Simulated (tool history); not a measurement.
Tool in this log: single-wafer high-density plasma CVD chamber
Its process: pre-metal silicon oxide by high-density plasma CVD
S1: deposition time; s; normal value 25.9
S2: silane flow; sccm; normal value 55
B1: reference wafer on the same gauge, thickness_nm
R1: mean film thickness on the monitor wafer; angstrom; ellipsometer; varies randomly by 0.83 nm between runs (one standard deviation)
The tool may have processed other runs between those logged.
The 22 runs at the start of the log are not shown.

run 23 hour=1188.8 | S1=27.5 S2=59 | B1=119.991 | R1=1654.84
run 24 hour=1235.9 | S1=25.9 S2=55 | B1=120.271 | R1=1483.71
run 25 hour=1299.4 | S1=25.9 S2=55 | B1=120.021 | R1=1473.61
run 26 hour=1325.9 | S1=25.9 S2=48 | B1=119.858 | R1=1363.00
run 27 hour=1387.4 | S1=21.3 S2=55 | B1=120.068 | R1=1215.47
run 28 hour=1422.4 | S1=25.9 S2=55 | B1=119.838 | R1=1477.25
run 29 hour=1446.8 | S1=25.9 S2=47 | B1=119.937 | R1=1328.74
run 30 hour=1534.5 | S1=24.2 S2=60 | B1=120.190 | R1=1475.05
run 31 hour=1592.3 | S1=25.9 S2=55 | B1=120.035 | R1=1477.61
run 32 hour=1735.4 | S1=24.3 S2=52 | B1=119.940 | R1=1338.84
run 33 hour=1778.9 | S1=25.9 S2=55 | B1=120.015 | R1=1479.49
run 34 hour=1831.6 | S1=25.9 S2=55 | B1=120.014 | R1=1472.63

Forecast each of these 3 alternatives for the next run:
run A hour=1832.0 | S1=25.9 S2=51 | B1=? | R1=?
run B hour=1832.0 | S1=23.7 S2=46 | B1=? | R1=?
run C hour=1832.0 | S1=28.2 S2=49 | B1=? | R1=?

run=A B1=119.843 R1=1420.57
run=B B1=119.843 R1=1215.19
run=C B1=119.843 R1=1506.40
Had the tool no hidden state, the same runs would have come out as:
run=A R1=1420.57
run=B R1=1215.19
run=C R1=1506.40
